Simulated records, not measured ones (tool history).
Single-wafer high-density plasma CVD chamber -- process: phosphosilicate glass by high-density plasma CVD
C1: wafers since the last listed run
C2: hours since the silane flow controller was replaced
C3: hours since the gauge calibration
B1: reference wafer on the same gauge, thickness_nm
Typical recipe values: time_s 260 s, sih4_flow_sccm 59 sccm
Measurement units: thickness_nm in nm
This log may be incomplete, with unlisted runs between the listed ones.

Run 1, hour 0: usual settings; C1 0; C2 1705; C3 622.2; B1 1729.219. Result: thickness_nm 1557.068 nm.
Run 2, hour 52.6: usual settings; C1 267; C2 1757.6; C3 674.8; B1 1730.266. Result: thickness_nm 1547.178 nm.
Run 3, hour 113: usual settings; C1 307; C2 1818; C3 735.2; B1 1729.79. Result: thickness_nm 1541.765 nm.
Run 4, hour 154.6: usual settings but time_s 245 s; C1 211; C2 1859.6; C3 776.8; B1 1730.998. Result: thickness_nm 1452.501 nm.
Run 5, hour 289.3: usual settings but time_s 245 s; C1 685; C2 1994.3; C3 911.5; B1 1727.587. Result: thickness_nm 1443.686 nm.
Run 6, hour 335.1: usual settings; C1 233; C2 2040.1; C3 957.3; B1 1729.852. Result: thickness_nm 1529.117 nm.
Run 7, hour 394: usual settings; C1 299; C2 2099; C3 1016.2; B1 1729.075. Result: thickness_nm 1529.116 nm.
Run 8, hour 430.1: usual settings; C1 183; C2 2135.1; C3 1052.3; B1 1729.549. Result: thickness_nm 1535.746 nm.
Run 9, hour 498.9: usual settings; C1 350; C2 2203.9; C3 1121.1; B1 1729.128. Result: thickness_nm 1524.702 nm.
Run 10, hour 560.2: usual settings; C1 311; C2 2265.2; C3 1182.4; B1 1729.335. Result: thickness_nm 1519.139 nm.
Run 11, hour 632.2: usual settings; C1 366; C2 2337.2; C3 1254.4; B1 1729.442. Result: thickness_nm 1517.605 nm.
Run 12, hour 688.8: usual settings; C1 288; C2 2393.8; C3 1311; B1 1729.659. Result: thickness_nm 1513.715 nm.
Run 13, hour 725.4: usual settings but time_s 244 s, sih4_flow_sccm 53 sccm; C1 186; C2 2430.4; C3 1347.6; B1 1729.892. Result: thickness_nm 1274.034 nm.
Run 14, hour 750.9: usual settings but time_s 230 s, sih4_flow_sccm 69 sccm; C1 129; C2 2455.9; C3 1373.1; B1 1729.381. Result: thickness_nm 1557.2 nm.
At hour 773: silane flow controller replaced.
Run 15, hour 843.3: usual settings; C1 429; C2 70.3; C3 1465.5; B1 1729.284. Result: thickness_nm 1463.796 nm.
Run 16, hour 886: usual settings but time_s 238 s; C1 217; C2 113; C3 1508.2; B1 1730.572. Result: thickness_nm 1335.798 nm.
Run 17, hour 919.8: usual settings but sih4_flow_sccm 68 sccm; C1 171; C2 146.8; C3 1542; B1 1731.323. Result: thickness_nm 1682.592 nm.
Run 18, hour 983.9: usual settings but time_s 224 s, sih4_flow_sccm 54 sccm; C1 326; C2 210.9; C3 1606.1; B1 1731.225. Result: thickness_nm 1149.388 nm.
Run 19, hour 1050.5: usual settings but time_s 278 s; C1 338; C2 277.5; C3 1672.7; B1 1730.149. Result: thickness_nm 1563.725 nm.
At hour 1090.7: gauge calibrated.
At hour 1111.6: silane flow controller replaced, repeated, since the last time left the tool worse.
Run 20, hour 1239.1: usual settings but time_s 222 s, sih4_flow_sccm 70 sccm; C1 918; C2 127.5; C3 148.4; B1 1730.221. Result: thickness_nm 1606.447 nm.
Run 21, hour 1306.3: usual settings but time_s 244 s, sih4_flow_sccm 71 sccm; C1 341; C2 194.7; C3 215.6; B1 1728.503. Result: thickness_nm 1785.909 nm.
Run 22, hour 1338.7: usual settings; C1 164; C2 227.1; C3 248; B1 1728.765. Result: thickness_nm 1581.259 nm.
Run 23, hour 1392: usual settings but time_s 217 s, sih4_flow_sccm 65 sccm; C1 271; C2 280.4; C3 301.3; B1 1729.778. Result: thickness_nm 1452.479 nm.
Run 24, hour 1438.1: usual settings; C1 234; C2 326.5; C3 347.4; B1 1731.917. Result: thickness_nm 1583.04 nm.
Run 25, hour 1482.4: usual settings; C1 225; C2 370.8; C3 391.7; B1 1728.596. Result: thickness_nm 1588.01 nm.

Each row is a separate what-if for the run after 25, all from the same tool condition, not one after another. Results?
Run A, hour 1482.9: usual settings but time_s 302 s; C1 2; C2 371.3; C3 392.2; B1 ?. Result: thickness_nm ?.
Run B, hour 1482.9: usual settings but time_s 281 s, sih4_flow_sccm 63 sccm; C1 2; C2 371.3; C3 392.2; B1 ?. Result: thickness_nm ?.
Run C, hour 1482.9: usual settings but time_s 221 s; C1 2; C2 371.3; C3 392.2; B1 ?. Result: thickness_nm ?.
Run D, hour 1482.9: usual settings but sih4_flow_sccm 50 sccm; C1 2; C2 371.3; C3 392.2; B1 ?. Result: thickness_nm ?.

run        B1  thickness_nm
  A  1729.117      1848.442
  B  1729.117      1836.512
  C  1729.117      1352.668
  D  1729.117      1348.622
What these runs would have given with no unlogged condition in the tool:
run  thickness_nm
  A      1850.162
  B       1838.22
  C      1353.926
  D      1349.877
